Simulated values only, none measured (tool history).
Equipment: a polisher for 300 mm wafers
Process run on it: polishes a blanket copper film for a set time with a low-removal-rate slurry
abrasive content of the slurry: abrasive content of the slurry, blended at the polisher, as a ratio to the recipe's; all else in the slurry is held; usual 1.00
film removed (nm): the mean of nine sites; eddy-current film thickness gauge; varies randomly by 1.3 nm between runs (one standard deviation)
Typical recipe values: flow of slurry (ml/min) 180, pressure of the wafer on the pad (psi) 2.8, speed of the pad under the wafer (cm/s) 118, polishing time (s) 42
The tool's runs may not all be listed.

| run | hour | flow of slurry (ml/min) | pressure of the wafer on the pad (psi) | speed of the pad under the wafer (cm/s) | abrasive content of the slurry | polishing time (s) | incoming thickness of the incoming film, nm | film removed (nm) |
|---|---|---|---|---|---|---|---|---|
| 1 | 0.0 | 180 | 2.8 | 118 | 1.00 | 42 | 904.1 | 159.8 |
| 2 | 49.0 | 180 | 2.8 | 118 | 1.00 | 42 | 890.0 | 156.7 |
| 3 | 95.3 | 180 | 2.8 | 118 | 1.00 | 42 | 889.8 | 153.2 |
| 4 | 122.8 | 180 | 2.8 | 118 | 1.00 | 42 | 875.7 | 154.1 |
| 5 | 181.0 | 180 | 3.2 | 118 | 1.00 | 42 | 882.2 | 169.3 |
|  | 234.5 | slurry blender recalibrated |
|  | 253.7 | worn pad replaced by a new one |
| 6 | 292.9 | 180 | 2.8 | 118 | 1.00 | 42 | 889.4 | 156.1 |
| 7 | 341.5 | 180 | 2.8 | 118 | 1.00 | 42 | 886.7 | 153.3 |
| 8 | 400.4 | 180 | 2.8 | 118 | 1.00 | 42 | 877.2 | 153.4 |
| 9 | 461.2 | 180 | 2.8 | 118 | 1.00 | 42 | 890.2 | 152.5 |
| 10 | 503.7 | 180 | 2.8 | 118 | 1.00 | 42 | 877.4 | 149.2 |
|  | 522.9 | worn pad replaced by a new one |
|  | 530.7 | head pressure recalibrated |
| 11 | 555.9 | 180 | 3.1 | 118 | 1.00 | 42 | 887.8 | 166.9 |
|  | 575.1 | slurry blender recalibrated |
| 12 | 613.9 | 180 | 3.1 | 118 | 1.00 | 42 | 904.2 | 172.1 |
| 13 | 647.3 | 180 | 3.1 | 118 | 1.00 | 42 | 897.8 | 171.9 |
|  | 652.6 | slurry nozzle cleaned |
| 14 | 706.9 | 180 | 2.8 | 138 | 1.00 | 42 | 905.7 | 181.4 |
| 15 | 745.1 | 135 | 2.8 | 118 | 0.75 | 42 | 898.5 | 132.3 |
| 16 | 789.9 | 180 | 2.8 | 118 | 1.00 | 42 | 894.4 | 153.6 |
|  | 817.1 | worn pad replaced by a new one |
| 17 | 817.6 | 230 | 3.1 | 136 | 1.00 | 42 | 911.1 | 193.7 |
| 18 | 884.0 | 180 | 3.2 | 118 | 1.00 | 42 | 894.5 | 169.6 |
|  | 912.0 | slurry blender recalibrated |
| 19 | 919.0 | 180 | 2.8 | 118 | 1.00 | 42 | 897.2 | 157.5 |
| 20 | 973.4 | 240 | 2.8 | 118 | 0.80 | 36 | 897.7 | 127.3 |
| 21 | 1025.1 | 180 | 2.8 | 118 | 1.00 | 42 | 893.6 | 153.9 |
| 22 | 1064.7 | 140 | 2.8 | 98 | 1.10 | 42 | 893.9 | 128.6 |
| 23 | 1089.4 | 180 | 2.8 | 118 | 1.00 | 42 | 895.5 | 153.2 |
|  | 1120.5 | worn pad replaced by a new one |
| 24 | 1136.4 | 180 | 2.8 | 118 | 1.00 | 42 | 892.7 | 150.6 |
| 25 | 1176.1 | 180 | 3.6 | 118 | 1.15 | 35 | 889.4 | 158.9 |
| 26 | 1225.3 | 180 | 2.8 | 118 | 1.00 | 42 | 904.4 | 148.5 |
|  | 1250.3 | slurry blender recalibrated |
| 27 | 1294.6 | 180 | 2.8 | 84 | 1.00 | 52 | 898.7 | 143.1 |

Estimate the outcome of run 28 from the log above:
| 28 | 1356.7 | 180 | 2.8 | 118 | 1.00 | 50 | 903.2 | ? |

film removed (nm): 182.3
Take away the tool's hidden state, keep the run-to-run variation as it was, and the same run would have given film removed (nm) 195.0.
